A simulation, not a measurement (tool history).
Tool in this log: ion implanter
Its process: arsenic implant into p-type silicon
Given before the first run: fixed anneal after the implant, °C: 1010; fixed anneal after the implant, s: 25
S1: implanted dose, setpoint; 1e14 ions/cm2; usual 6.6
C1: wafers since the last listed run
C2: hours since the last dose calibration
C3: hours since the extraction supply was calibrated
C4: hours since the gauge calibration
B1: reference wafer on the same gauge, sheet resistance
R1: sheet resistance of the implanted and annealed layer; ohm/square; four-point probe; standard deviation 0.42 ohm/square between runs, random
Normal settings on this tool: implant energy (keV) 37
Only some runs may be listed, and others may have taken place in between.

run 1 hour=0 | S1=8.03 implant_energy_(keV)=37 | C1=0 C2=617.3 C3=1971.4 C4=164.5 | B1=155 | R1=135.33
run 2 hour=13.6 | S1=8.03 implant_energy_(keV)=37 | C1=373 C2=630.9 C3=1985 C4=178.1 | B1=155.17 | R1=135.41
run 3 hour=19.7 | S1=6.6 implant_energy_(keV)=37 | C1=167 C2=637 C3=1991.1 C4=184.2 | B1=155.07 | R1=156.35
run 4 hour=34.6 | S1=6.6 implant_energy_(keV)=37 | C1=409 C2=651.9 C3=2006 C4=199.1 | B1=154.92 | R1=157.35
run 5 hour=63.7 | S1=6.6 implant_energy_(keV)=37 | C1=799 C2=681 C3=2035.1 C4=228.2 | B1=155.05 | R1=157.24
-- hour=68.9 gauge calibrated
run 6 hour=81.3 | S1=6.6 implant_energy_(keV)=37 | C1=483 C2=698.6 C3=2052.7 C4=12.4 | B1=155.08 | R1=158.14
run 7 hour=97 | S1=6.6 implant_energy_(keV)=37 | C1=431 C2=714.3 C3=2068.4 C4=28.1 | B1=155 | R1=157.79
run 8 hour=103.7 | S1=6.6 implant_energy_(keV)=37 | C1=184 C2=721 C3=2075.1 C4=34.8 | B1=155.11 | R1=156.78
run 9 hour=116.9 | S1=6.6 implant_energy_(keV)=37 | C1=362 C2=734.2 C3=2088.3 C4=48 | B1=155.05 | R1=157.68
run 10 hour=134 | S1=6.6 implant_energy_(keV)=37 | C1=469 C2=751.3 C3=2105.4 C4=65.1 | B1=155.15 | R1=157.47
run 11 hour=140.7 | S1=6.6 implant_energy_(keV)=37 | C1=184 C2=758 C3=2112.1 C4=71.8 | B1=155.02 | R1=157.57
run 12 hour=147.4 | S1=6.6 implant_energy_(keV)=37 | C1=184 C2=764.7 C3=2118.8 C4=78.5 | B1=154.93 | R1=158.08
run 13 hour=164.3 | S1=6.6 implant_energy_(keV)=37 | C1=464 C2=781.6 C3=2135.7 C4=95.4 | B1=155.12 | R1=157.38
run 14 hour=175.2 | S1=6.6 implant_energy_(keV)=37 | C1=299 C2=792.5 C3=2146.6 C4=106.3 | B1=154.98 | R1=157.77
run 15 hour=206.3 | S1=6.6 implant_energy_(keV)=37 | C1=854 C2=823.6 C3=2177.7 C4=137.4 | B1=155.01 | R1=158.35
-- hour=229.1 Faraday cup replaced and dose calibrated
run 16 hour=229.6 | S1=6.6 implant_energy_(keV)=48.5 | C1=420 C2=0.5 C3=2201 C4=160.7 | B1=154.85 | R1=146.11
-- hour=238.2 extraction supply calibrated
run 17 hour=238.7 | S1=7.45 implant_energy_(keV)=37 | C1=30 C2=9.6 C3=0.5 C4=169.8 | B1=155.13 | R1=138.41
run 18 hour=248 | S1=6.6 implant_energy_(keV)=37 | C1=255 C2=18.9 C3=9.8 C4=179.1 | B1=155.08 | R1=151.33
run 19 hour=260.6 | S1=8.03 implant_energy_(keV)=37 | C1=346 C2=31.5 C3=22.4 C4=191.7 | B1=154.79 | R1=131.32
-- hour=273.7 gauge calibrated
run 20 hour=276.3 | S1=7.79 implant_energy_(keV)=48.5 | C1=431 C2=47.2 C3=38.1 C4=2.6 | B1=154.89 | R1=128.93
run 21 hour=290.3 | S1=6.03 implant_energy_(keV)=37 | C1=384 C2=61.2 C3=52.1 C4=16.6 | B1=155.13 | R1=163.09
run 22 hour=297.9 | S1=6.6 implant_energy_(keV)=37 | C1=208 C2=68.8 C3=59.7 C4=24.2 | B1=155.06 | R1=152.47
run 23 hour=304.5 | S1=6.6 implant_energy_(keV)=37 | C1=181 C2=75.4 C3=66.3 C4=30.8 | B1=155.04 | R1=152.1
run 24 hour=339.7 | S1=5.34 implant_energy_(keV)=37 | C1=966 C2=110.6 C3=101.5 C4=66 | B1=154.86 | R1=178.29
run 25 hour=350.5 | S1=6.6 implant_energy_(keV)=37 | C1=296 C2=121.4 C3=112.3 C4=76.8 | B1=154.88 | R1=152.98
run 26 hour=359.9 | S1=7.45 implant_energy_(keV)=46 | C1=258 C2=130.8 C3=121.7 C4=86.2 | B1=154.91 | R1=134.69
run 27 hour=370.8 | S1=7.81 implant_energy_(keV)=26 | C1=299 C2=141.7 C3=132.6 C4=97.1 | B1=154.9 | R1=143.4
run 28 hour=386.4 | S1=6.6 implant_energy_(keV)=37 | C1=428 C2=157.3 C3=148.2 C4=112.7 | B1=154.97 | R1=152.56
run 29 hour=403.2 | S1=5.96 implant_energy_(keV)=46.5 | C1=461 C2=174.1 C3=165 C4=129.5 | B1=154.92 | R1=160.12
run 30 hour=416.2 | S1=7.11 implant_energy_(keV)=25.5 | C1=357 C2=187.1 C3=178 C4=142.5 | B1=155.08 | R1=154.04

Run-by-run hidden state of the tool:
deviation of the true energy from its setpoint, %: 0 in every run
gauge reads high (%): 0 in every run
H1: deviation of the true dose from the Faraday cup's reading, %
run=1 H1=-4.29
run=2 H1=-4.37
run=3 H1=-4.41
run=4 H1=-4.5
run=5 H1=-4.67
run=6 H1=-4.78
run=7 H1=-4.88
run=8 H1=-4.92
run=9 H1=-5
run=10 H1=-5.1
run=11 H1=-5.14
run=12 H1=-5.18
run=13 H1=-5.28
run=14 H1=-5.35
run=15 H1=-5.54
run=16 H1=-0.146
run=17 H1=-0.201
run=18 H1=-0.257
run=19 H1=-0.334
run=20 H1=-0.429
run=21 H1=-0.514
run=22 H1=-0.56
run=23 H1=-0.6
run=24 H1=-0.813
run=25 H1=-0.879
run=26 H1=-0.936
run=27 H1=-1
run=28 H1=-1.1
run=29 H1=-1.2
run=30 H1=-1.28

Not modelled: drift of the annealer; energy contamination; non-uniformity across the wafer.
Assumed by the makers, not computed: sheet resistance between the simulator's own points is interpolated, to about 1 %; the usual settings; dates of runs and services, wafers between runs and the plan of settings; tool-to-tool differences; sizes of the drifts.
